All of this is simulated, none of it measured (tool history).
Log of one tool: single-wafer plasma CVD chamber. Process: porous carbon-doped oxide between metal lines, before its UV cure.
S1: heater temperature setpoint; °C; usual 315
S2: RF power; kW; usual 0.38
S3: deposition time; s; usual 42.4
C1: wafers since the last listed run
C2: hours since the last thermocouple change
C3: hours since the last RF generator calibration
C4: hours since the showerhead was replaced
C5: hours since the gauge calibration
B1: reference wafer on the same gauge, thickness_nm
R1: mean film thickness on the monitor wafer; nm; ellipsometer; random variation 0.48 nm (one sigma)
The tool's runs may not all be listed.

run     day   S1     S2    S3    C1      C2      C3      C4     C5       B1       R1
  1       0  315   0.38  42.4     0    1783   824.2  5296.8  165.3  198.033  171.278
  2   0.862  315   0.38  42.4   282  1803.7   844.9  5317.5    186  198.074  170.943
  3    1.45  315   0.38  42.4   192  1817.8     859  5331.6  200.1  198.243  171.496
  4   2.096  315   0.38  42.4   211  1833.3   874.5  5347.1  215.6  197.988   171.42
  5   3.179  321   0.38  42.4   354  1859.3   900.5  5373.1  241.6  197.972  165.901
  6   4.325  321   0.38  42.4   374  1886.8     928  5400.6  269.1  198.087  165.287
  7   4.871  324   0.41  42.4   178  1899.9   941.1  5413.7  282.2  198.215  168.525
  8   5.408  315   0.38  42.4   175  1912.8     954  5426.6  295.1  197.955  170.958
  9   6.379  315   0.38  42.4   317  1936.1   977.3  5449.9  318.4  197.597  170.889
 10   7.238  315   0.38  42.4   280  1956.7   997.9  5470.5    339  197.938  169.546
 11   7.854  315   0.38  42.4   201  1971.5  1012.7  5485.3  353.8  197.942   170.27
 12   8.842  315   0.38  42.4   323  1995.2  1036.4    5509  377.5  198.076  169.994
 13  10.017  315   0.38  42.4   384  2023.4  1064.6  5537.2  405.7  197.828  169.412
 14  10.662  311  0.445  42.4   211  2038.9  1080.1  5552.7  421.2  197.597  184.781
     14.017  -- RF generator calibrated
 15  14.412  315   0.33  45.5  1117  2128.9     9.5  5642.7  511.2  198.065  169.734
 16  15.412  309  0.355  45.9   327  2152.9    33.5  5666.7  535.2  198.077  181.377
 17  16.862  302  0.435  37.6   474  2187.7    68.3  5701.5    570  198.126  169.679
 18  18.025  315   0.38  34.1   380  2215.6    96.2  5729.4  597.9  198.044  135.748
 19  18.617  315   0.38  42.4   193  2229.8   110.4  5743.6  612.1  198.243  166.765
 20  19.158  328   0.32  42.4   177  2242.8   123.4  5756.6  625.1  198.081   145.76
       19.6  -- gauge calibrated
     19.667  -- showerhead replaced
 21  19.704  315   0.38  42.4    69  2255.9   136.5     0.9    2.5  198.004  167.894
     20.783  -- RF generator calibrated, repeated, since the last time left the tool worse
 22  21.004  315   0.38  42.4   316  2287.1     5.3    32.1   33.7  197.949  173.008
     22.471  -- thermocouple changed; heater temperature recalibrated
 23  22.492  315  0.435  42.4   377     0.5      41    67.8   69.4  197.987  183.625
 24  23.721  315   0.38  42.4   402      30    70.5    97.3   98.9  198.115  174.371
 25  24.867  325   0.41  49.7   374    57.5      98   124.8  126.4  198.064  198.116
 26  26.225  315   0.38  42.4   444    90.1   130.6   157.4    159  198.093  174.057
 27  27.638  315   0.38  42.4   462     124   164.5   191.3  192.9  197.861  174.449
 28  28.629  304  0.415  46.5   324   147.8   188.3   215.1  216.7  197.818  208.605
 29  29.729  322  0.345  47.5   359   174.2   214.7   241.5  243.1  198.032  179.957
 30  30.654  327   0.41  46.6   302   196.4   236.9   263.7  265.3  198.115  184.686
 31  31.904  304   0.36  42.4   408   226.4   266.9   293.7  295.3  197.875  181.009
 32  32.404  315   0.38  42.4   163   238.4   278.9   305.7  307.3  198.053  173.847
 33  33.788  315   0.38  37.6   452   271.6   312.1   338.9  340.5  198.265  153.848

The same runs without the tool's hidden state, with the same run-to-run variation:
The hidden state here: wafer temperature above the value expected at the setpoint (K); delivered RF power above the setpoint (%); gauge reads high (%).
run       R1
  1  174.227
  2  173.993
  3  174.632
  4  174.639
  5  169.157
  6  168.683
  7  171.943
  8  174.624
  9  174.695
 10  173.449
 11  174.283
 12  174.154
 13  173.744
 14  189.456
 15  177.126
 16   189.28
 17   176.83
 18  141.684
 19  174.066
 20   152.15
 21  175.266
 22  173.617
 23  184.255
 24  175.001
 25  198.823
 26  174.723
 27  175.147
 28  209.441
 29  180.738
 30  185.493
 31  181.875
 32  174.699
 33  154.656
